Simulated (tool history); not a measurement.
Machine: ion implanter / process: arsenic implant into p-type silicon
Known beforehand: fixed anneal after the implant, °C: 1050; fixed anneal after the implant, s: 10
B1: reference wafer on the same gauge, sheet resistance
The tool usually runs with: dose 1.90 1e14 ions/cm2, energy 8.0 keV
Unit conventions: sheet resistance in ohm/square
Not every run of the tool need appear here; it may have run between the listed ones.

{"run": 1, "hour": 0.0, "dose": 1.67, "energy": 8.0, "B1": 425.19, "sheet resistance": 510.97}
{"run": 2, "hour": 25.1, "dose": 1.9, "energy": 8.0, "B1": 425.06, "sheet resistance": 469.6}
{"run": 3, "hour": 49.8, "dose": 1.9, "energy": 8.0, "B1": 425.76, "sheet resistance": 462.06}
{"run": 4, "hour": 76.2, "dose": 1.9, "energy": 8.0, "B1": 426.75, "sheet resistance": 469.78}
{"run": 5, "hour": 100.8, "dose": 1.9, "energy": 8.0, "B1": 426.14, "sheet resistance": 467.86}
{"run": 6, "hour": 208.0, "dose": 1.54, "energy": 9.0, "B1": 426.28, "sheet resistance": 545.3}
{"run": 7, "hour": 242.1, "dose": 1.9, "energy": 8.5, "B1": 426.68, "sheet resistance": 466.28}
{"run": 8, "hour": 260.6, "dose": 1.9, "energy": 8.5, "B1": 425.57, "sheet resistance": 467.23}
{"run": 9, "hour": 285.4, "dose": 1.9, "energy": 8.0, "B1": 426.19, "sheet resistance": 470.04}
{"run": 10, "hour": 304.6, "dose": 2.23, "energy": 8.0, "B1": 425.63, "sheet resistance": 417.19}
{"hour": 319.3, "done": "Faraday cup replaced and dose calibrated"}
{"run": 11, "hour": 320.3, "dose": 2.23, "energy": 8.0, "B1": 426.41, "sheet resistance": 397.29}
{"hour": 349.2, "done": "gauge calibrated"}
{"run": 12, "hour": 354.4, "dose": 1.73, "energy": 8.0, "B1": 427.46, "sheet resistance": 493.71}
{"run": 13, "hour": 370.4, "dose": 1.9, "energy": 8.0, "B1": 425.87, "sheet resistance": 455.33}
{"run": 14, "hour": 390.2, "dose": 1.9, "energy": 8.0, "B1": 424.54, "sheet resistance": 458.97}
{"run": 15, "hour": 419.6, "dose": 1.9, "energy": 8.0, "B1": 426.03, "sheet resistance": 461.64}
{"run": 16, "hour": 435.7, "dose": 1.9, "energy": 8.0, "B1": 425.5, "sheet resistance": 463.2}
{"run": 17, "hour": 448.9, "dose": 2.32, "energy": 6.0, "B1": 425.72, "sheet resistance": 402.93}
{"hour": 464.4, "done": "extraction supply calibrated"}
{"run": 18, "hour": 475.2, "dose": 1.9, "energy": 8.0, "B1": 426.46, "sheet resistance": 462.05}
{"run": 19, "hour": 501.3, "dose": 1.9, "energy": 6.5, "B1": 425.96, "sheet resistance": 475.01}
{"run": 20, "hour": 528.7, "dose": 1.67, "energy": 8.0, "B1": 426.2, "sheet resistance": 517.43}
{"run": 21, "hour": 548.2, "dose": 1.9, "energy": 8.0, "B1": 426.07, "sheet resistance": 464.21}
{"run": 22, "hour": 570.9, "dose": 1.9, "energy": 6.0, "B1": 426.36, "sheet resistance": 481.94}
{"run": 23, "hour": 600.4, "dose": 2.44, "energy": 10.0, "B1": 426.95, "sheet resistance": 378.64}
{"run": 24, "hour": 614.7, "dose": 1.9, "energy": 10.5, "B1": 426.68, "sheet resistance": 459.13}
{"run": 25, "hour": 628.2, "dose": 2.22, "energy": 6.5, "B1": 426.25, "sheet resistance": 423.31}
{"run": 26, "hour": 662.3, "dose": 2.42, "energy": 6.5, "B1": 426.3, "sheet resistance": 390.32}
{"run": 27, "hour": 695.3, "dose": 1.59, "energy": 5.5, "B1": 426.41, "sheet resistance": 560.33}
{"run": 28, "hour": 730.4, "dose": 1.59, "energy": 8.0, "B1": 425.71, "sheet resistance": 540.79}
{"run": 29, "hour": 764.1, "dose": 2.35, "energy": 6.0, "B1": 425.6, "sheet resistance": 407.82}
{"run": 30, "hour": 789.4, "dose": 1.54, "energy": 7.0, "B1": 426.86, "sheet resistance": 565.3}
{"run": 31, "hour": 817.0, "dose": 1.57, "energy": 6.0, "B1": 425.82, "sheet resistance": 564.32}
{"run": 32, "hour": 831.5, "dose": 2.38, "energy": 9.0, "B1": 426.79, "sheet resistance": 393.98}
{"run": 33, "hour": 848.4, "dose": 1.9, "energy": 8.0, "B1": 425.81, "sheet resistance": 469.2}
{"run": 34, "hour": 880.2, "dose": 2.16, "energy": 9.5, "B1": 426.07, "sheet resistance": 418.06}

Exercise: give the hidden state of the tool at every run:
deviation of the true energy from its setpoint, %: 0 across all the runs
gauge reads high (%): 0 across all the runs
H1: deviation of the true dose from the Faraday cup's reading, %
run=1 H1=-3.09
run=2 H1=-3.15
run=3 H1=-3.2
run=4 H1=-3.25
run=5 H1=-3.3
run=6 H1=-3.46
run=7 H1=-3.49
run=8 H1=-3.51
run=9 H1=-3.54
run=10 H1=-3.56
run=11 H1=-0.14
run=12 H1=-0.697
run=13 H1=-0.937
run=14 H1=-1.22
run=15 H1=-1.6
run=16 H1=-1.8
run=17 H1=-1.95
run=18 H1=-2.23
run=19 H1=-2.49
run=20 H1=-2.74
run=21 H1=-2.91
run=22 H1=-3.08
run=23 H1=-3.3
run=24 H1=-3.39
run=25 H1=-3.48
run=26 H1=-3.68
run=27 H1=-3.86
run=28 H1=-4.02
run=29 H1=-4.17
run=30 H1=-4.26
run=31 H1=-4.36
run=32 H1=-4.41
run=33 H1=-4.46
run=34 H1=-4.55

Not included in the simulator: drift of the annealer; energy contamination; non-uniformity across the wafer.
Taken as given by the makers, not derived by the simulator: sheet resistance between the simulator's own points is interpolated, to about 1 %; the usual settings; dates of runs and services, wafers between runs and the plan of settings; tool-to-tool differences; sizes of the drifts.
